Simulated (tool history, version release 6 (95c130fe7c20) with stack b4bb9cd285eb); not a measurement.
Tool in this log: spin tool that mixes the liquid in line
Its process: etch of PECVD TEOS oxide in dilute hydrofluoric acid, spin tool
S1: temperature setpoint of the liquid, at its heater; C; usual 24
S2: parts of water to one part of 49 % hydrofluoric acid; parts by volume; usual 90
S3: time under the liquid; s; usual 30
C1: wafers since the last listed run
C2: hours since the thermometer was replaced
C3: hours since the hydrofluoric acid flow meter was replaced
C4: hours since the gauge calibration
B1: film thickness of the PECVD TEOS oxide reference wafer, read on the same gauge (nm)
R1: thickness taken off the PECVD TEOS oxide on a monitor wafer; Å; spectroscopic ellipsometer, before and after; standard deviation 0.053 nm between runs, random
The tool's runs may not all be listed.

run    hour    S1   S2  S3    C1      C2     C3      C4     B1     R1
  1       0    24   90  30     0   202.1  488.5   610.7  89.97   88.6
  2    70.2    24   90  30   776   272.3  558.7   680.9  90.02   88.2
  3   113.2    24   90  30   475   315.3  601.7   723.9  89.99   89.5
  4   171.4    24  125  30   643   373.5  659.9   782.1     90     62
  5   264.4    24  125  30  1028   466.5  752.9   875.1  89.96   62.4
  6   311.8    24  125  30   524   513.9  800.3   922.5  89.99   62.5
  7   356.5    24   90  30   494   558.6    845   967.2     90   90.6
  8   438.7    24   90  30   909   640.8  927.2  1049.4  90.03   91.4
  9   477.6    24   90  30   430   679.7  966.1  1088.3  90.03   90.7
      549.8  -- hydrofluoric acid flow meter replaced
 10   560.3    24   90  30   903   762.4   10.5    1171  90.01   84.5
 11   656.9    24   90  30  1068     859  107.1  1267.6  89.99   85.9
 12   725.8    24  115  35   762   927.9    176  1336.5  90.03   77.6
 13   820.7  21.5   90  20  1049  1022.8  270.9  1431.4  89.98   52.5
      842.7  -- gauge calibrated
 14   907.5    24   60  40   960  1109.6  357.7    64.8  89.98  181.3
 15   979.9    24   75  30   801    1182  430.1   137.2  89.96    108
     1039.6  -- thermometer replaced
 16  1084.6    24   90  30  1147      45  534.8   241.9  89.94   87.9
 17  1143.3  19.5  115  15   649   103.7  593.5   300.6  90.04   28.2
 18  1202.2    24   90  30   651   162.6  652.4   359.5  90.01     90
 19  1279.1    24   90  30   850   239.5  729.3   436.4  90.01   90.4
 20  1355.5    24   90  40   845   315.9  805.7   512.8  89.99    120

Alternative continuations, all from the tool just after run 20; predict every row:
  A  1355.9    24  110  30   4  316.3  806.1  513.2   ?   ?
  B  1355.9  25.5   90  30   4  316.3  806.1  513.2   ?   ?
  C  1355.9    24   70  30   4  316.3  806.1  513.2   ?   ?
  D  1355.9    22   90  50   4  316.3  806.1  513.2   ?   ?

run     B1     R1
  A  90.01   72.3
  B  90.01     96
  C  90.01  119.1
  D  90.01  139.1
With no hidden state in the tool, these same runs would have given:
run     R1
  A   66.9
  B   88.9
  C  110.5
  D  128.9

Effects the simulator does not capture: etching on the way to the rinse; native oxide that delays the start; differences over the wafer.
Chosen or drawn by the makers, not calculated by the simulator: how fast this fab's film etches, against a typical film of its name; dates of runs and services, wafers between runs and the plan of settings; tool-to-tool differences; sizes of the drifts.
